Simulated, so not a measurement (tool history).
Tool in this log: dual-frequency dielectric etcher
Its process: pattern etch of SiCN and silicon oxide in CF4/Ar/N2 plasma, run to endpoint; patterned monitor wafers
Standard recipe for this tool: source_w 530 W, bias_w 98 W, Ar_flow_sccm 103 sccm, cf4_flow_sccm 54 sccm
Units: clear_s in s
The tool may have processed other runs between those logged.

run,hour,source_w,bias_w,Ar_flow_sccm,cf4_flow_sccm,wafers since the last listed run,hours since the last wet clean,hours since the last source power generator calibration,hours since the last bias power generator calibration,hours since the last Ar flow controller change,hours since the last CF4 flow controller change,hours since the last upper electrode change,"incoming incoming film thickness, nm",clear_s
1,0.0,530,98,103,54,0,181.9,2008.7,2476.8,3546.0,4542.7,3308.8,10.44,9.1
2,65.2,530,98,103,54,1234,247.1,2073.9,2542.0,3611.2,4607.9,3374.0,10.48,9.2
# hour 115.8: CF4 flow controller replaced
3,138.8,530,98,103,54,1280,320.7,2147.5,2615.6,3684.8,23.0,3447.6,10.53,9.2
# hour 163.4: source power generator calibrated
4,183.0,530,98,103,54,761,364.9,19.6,2659.8,3729.0,67.2,3491.8,10.50,9.2
# hour 265.8: wet clean of the chamber
5,266.3,530,98,103,54,1123,0.5,102.9,2743.1,3812.3,150.5,3575.1,10.38,9.1
6,306.5,530,98,103,54,761,40.7,143.1,2783.3,3852.5,190.7,3615.3,10.49,9.1
7,370.2,530,98,103,54,1206,104.4,206.8,2847.0,3916.2,254.4,3679.0,10.47,9.1
# hour 440.0: Ar flow controller replaced
8,467.5,430,106,81,66,1729,201.7,304.1,2944.3,27.5,351.7,3776.3,10.50,9.8
9,504.8,480,115,87,61,706,239.0,341.4,2981.6,64.8,389.0,3813.6,10.56,9.1
10,586.2,590,83,81,67,1541,320.4,422.8,3063.0,146.2,470.4,3895.0,10.42,8.0
11,667.1,530,98,103,54,1532,401.3,503.7,3143.9,227.1,551.3,3975.9,10.41,9.0
# hour 707.6: bias power generator calibrated
# hour 737.7: upper electrode replaced
12,738.2,530,98,103,54,816,472.4,574.8,30.6,298.2,622.4,0.5,10.53,9.1
# hour 768.5: wet clean of the chamber
13,773.3,530,107,103,54,210,4.8,609.9,65.7,333.3,657.5,35.6,10.54,9.1
14,818.5,660,76,103,54,856,50.0,655.1,110.9,378.5,702.7,80.8,10.49,8.2
15,907.7,530,98,111,47,1689,139.2,744.3,200.1,467.7,791.9,170.0,10.47,9.5
16,1000.0,610,98,126,54,1748,231.5,836.6,292.4,560.0,884.2,262.3,10.39,8.5
# hour 1260.4: wet clean of the chamber
17,1294.2,530,98,103,54,5117,33.8,1130.8,586.6,854.2,1178.4,556.5,10.48,9.2
18,1347.4,530,91,103,54,1007,87.0,1184.0,639.8,907.4,1231.6,609.7,10.43,9.3
19,1398.8,460,98,83,54,973,138.4,1235.4,691.2,958.8,1283.0,661.1,10.57,9.9
20,1468.0,600,120,122,43,1310,207.6,1304.6,760.4,1028.0,1352.2,730.3,10.59,8.7
21,1509.5,590,83,81,67,785,249.1,1346.1,801.9,1069.5,1393.7,771.8,10.53,8.1
22,1595.0,610,88,111,50,1619,334.6,1431.6,887.4,1155.0,1479.2,857.3,10.45,8.7
23,1639.5,530,91,103,54,842,379.1,1476.1,931.9,1199.5,1523.7,901.8,10.51,9.3

Consider 5 possible next runs. They are alternatives, not a sequence: every one starts from the tool as it was left by run 23. What does each give?
A,1639.9,430,98,103,54,7,379.5,1476.5,932.3,1199.9,1524.1,902.2,10.42,?
B,1639.9,530,112,84,54,7,379.5,1476.5,932.3,1199.9,1524.1,902.2,10.42,?
C,1639.9,530,98,103,43,7,379.5,1476.5,932.3,1199.9,1524.1,902.2,10.42,?
D,1639.9,460,78,89,42,7,379.5,1476.5,932.3,1199.9,1524.1,902.2,10.42,?
E,1639.9,620,84,115,54,7,379.5,1476.5,932.3,1199.9,1524.1,902.2,10.42,?

run,clear_s
A,10.6
B,8.4
C,9.4
D,10.8
E,8.5
Stripped of hidden state, with their random variation kept, the same runs would have yielded:
run,clear_s
A,10.6
B,8.4
C,9.4
D,10.8
E,8.5
